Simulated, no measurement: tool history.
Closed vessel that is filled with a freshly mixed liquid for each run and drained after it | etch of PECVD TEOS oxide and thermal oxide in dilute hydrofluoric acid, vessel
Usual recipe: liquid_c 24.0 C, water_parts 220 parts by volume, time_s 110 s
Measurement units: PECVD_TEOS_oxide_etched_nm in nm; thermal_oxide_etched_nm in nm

run,day,liquid_c,water_parts,time_s,"read-back film thickness of the PECVD TEOS oxide reference wafer, read on the same gauge (nm)","read-back film thickness of the thermal oxide reference wafer, read on the same gauge (nm)",PECVD_TEOS_oxide_etched_nm,thermal_oxide_etched_nm
1,0.000,24.0,220,70,49.98,149.967,5.47,1.397
2,0.325,24.0,220,70,50.01,150.005,5.41,1.454
3,0.938,24.0,220,110,50.00,149.964,8.66,2.180
4,1.467,24.0,220,110,49.98,150.012,8.64,2.193
5,1.754,24.0,220,110,50.00,149.984,8.60,2.210
6,2.108,24.0,220,110,49.99,149.979,8.57,2.211
7,2.742,24.0,220,110,50.00,150.002,8.54,2.184
# day 2.896: thermometer replaced
8,3.308,24.0,220,110,49.99,150.015,8.72,2.294
9,3.754,24.0,220,110,50.00,150.000,8.62,2.242
10,4.471,24.0,220,110,50.01,150.014,8.74,2.291
11,5.029,24.0,130,140,50.00,149.979,20.63,5.276
# day 5.412: hydrofluoric acid flow meter replaced
12,5.454,26.0,175,60,50.00,150.029,5.88,1.504
13,5.883,24.0,295,130,50.02,150.015,6.18,1.590
14,6.300,21.5,220,110,50.02,150.002,6.91,1.789
15,6.800,24.0,220,110,50.01,150.017,7.53,1.951
16,7.162,26.5,320,110,50.00,150.023,5.18,1.327
17,7.596,24.0,220,155,50.01,150.046,10.59,2.733
# day 8.067: gauge calibrated
18,8.154,24.0,220,110,50.01,149.992,7.57,2.031
19,8.408,27.5,220,110,49.99,150.030,8.52,2.245
20,9.025,20.0,220,175,50.00,150.002,10.41,2.764
21,9.558,24.0,220,150,50.03,150.017,10.43,2.718
22,10.033,26.5,285,160,50.01,149.999,8.87,2.304
23,10.708,27.0,290,130,49.97,150.003,7.18,1.849
24,11.192,24.0,150,110,50.00,149.975,12.19,3.183
25,12.762,20.0,120,110,50.01,149.984,13.47,3.592
26,13.012,26.5,220,125,49.99,150.025,9.70,2.418
27,13.700,24.0,220,110,50.00,150.011,7.78,2.008

Per-run results on a tool with no hidden state, each run keeping its own random variation:
What the log doesn't record here: liquid colder than its thermometer reads (K); hydrofluoric acid flow above the setpoint (%); gauge reads high (%).
run,PECVD_TEOS_oxide_etched_nm,thermal_oxide_etched_nm
1,4.82,1.231
2,4.76,1.280
3,7.60,1.914
4,7.57,1.922
5,7.52,1.935
6,7.50,1.933
7,7.45,1.905
8,7.59,1.997
9,7.49,1.948
10,7.58,1.985
11,18.01,4.606
12,5.86,1.500
13,6.15,1.582
14,6.87,1.778
15,7.47,1.934
16,5.13,1.313
17,10.46,2.701
18,7.47,2.003
19,8.39,2.211
20,10.23,2.716
21,10.22,2.665
22,8.67,2.252
23,6.99,1.802
24,11.89,3.104
25,13.07,3.485
26,9.37,2.337
27,7.50,1.936
